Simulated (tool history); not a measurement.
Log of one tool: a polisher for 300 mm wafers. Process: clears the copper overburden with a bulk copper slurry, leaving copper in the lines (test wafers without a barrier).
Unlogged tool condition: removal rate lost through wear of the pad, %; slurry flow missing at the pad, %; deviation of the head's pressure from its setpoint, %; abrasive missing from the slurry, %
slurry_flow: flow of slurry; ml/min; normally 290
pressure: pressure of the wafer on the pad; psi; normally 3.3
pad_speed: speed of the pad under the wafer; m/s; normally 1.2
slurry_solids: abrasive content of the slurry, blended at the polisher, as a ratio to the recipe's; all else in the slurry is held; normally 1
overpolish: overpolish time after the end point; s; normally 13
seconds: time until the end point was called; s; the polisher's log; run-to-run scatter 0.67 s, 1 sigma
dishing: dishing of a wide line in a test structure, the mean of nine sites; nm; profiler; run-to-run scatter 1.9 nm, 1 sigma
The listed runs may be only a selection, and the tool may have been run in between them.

run,day,slurry_flow,pressure,pad_speed,slurry_solids,overpolish,wafers since the last listed run,wafers polished on this pad,hours since the slurry nozzle was cleaned,hours since the head pressure was calibrated,hours since the slurry blender was calibrated,"incoming thickness of the incoming film, nm",seconds,dishing
1,0,290,3.3,1.2,1,13,0,963,443.3,131.6,13.3,992.1,84,79.8
# day 1.325: worn pad replaced by a new one
2,1.867,290,3.3,1.2,1,13,365,116,488.1,176.4,58.1,1015.4,82.3,84
3,3.992,290,3.3,1.2,1,13,456,573,539.1,227.4,109.1,1006.7,83.4,82.1
4,6.15,290,3.3,1.2,0.8,13,464,1037,590.9,279.2,160.9,1003.7,93.1,78.2
# day 7.025: worn pad replaced by a new one
5,8.396,290,3.3,1.2,0.8,13,447,295,644.8,333.1,214.8,983.6,84.1,80.9
# day 9.708: slurry blender recalibrated
6,9.825,215,3.3,1.3,1,13,289,584,679.1,367.4,2.8,1003.2,78.1,83.4
# day 11.667: slurry nozzle cleaned
7,11.725,290,3.3,1.2,1,13,399,984,1.4,413,48.4,1001.3,84.1,80
# day 12.442: head pressure recalibrated
# day 13.383: worn pad replaced by a new one
8,13.912,290,3.3,1.2,0.9,13,416,113,53.9,35.3,100.9,1009.2,83.8,84.3
9,16.742,290,3.3,1.2,1,13,608,721,121.8,103.2,168.8,998.9,82.3,83.3
# day 18.533: worn pad replaced by a new one
10,18.554,290,2.3,1.44,1,6,353,4,165.3,146.7,212.3,1010.1,91.8,43.4
# day 19.338: slurry blender recalibrated
11,23.338,290,3.3,1.2,0.9,13,1010,1015,280.1,261.5,96,993.1,89.5,76.1
# day 24.3: worn pad replaced by a new one
12,26.242,290,3.3,1.2,1,17,588,417,349.8,331.2,165.7,979.1,79,96.8
13,27.333,290,3.3,1.2,1,19,234,652,376,357.4,191.9,989,80.9,101.1
# day 29.317: head pressure recalibrated
14,30.017,220,3.3,1.2,1,13,559,1211,440.4,16.8,256.3,976.2,87,78.2

Branching from run 14: 4 alternative next runs. What would each branch give?
A,30.038,290,3.3,1.2,1.3,13,4,1215,440.9,17.3,256.8,1016.9,?,?
B,30.038,290,2.9,1.2,0.85,13,4,1215,440.9,17.3,256.8,1016.9,?,?
C,30.038,290,3,0.88,1,19,4,1215,440.9,17.3,256.8,1016.9,?,?
D,30.038,290,2.7,1.2,1,18,4,1215,440.9,17.3,256.8,1016.9,?,?

run,seconds,dishing
A,83,83.3
B,106.8,70.6
C,133.7,78
D,107,85.1
The same runs, with their run-to-run variation unchanged, on a tool lacking any hidden condition would have given:
run,seconds,dishing
A,75.1,88.2
B,96.6,75.2
C,120.9,82.8
D,96.8,89.7
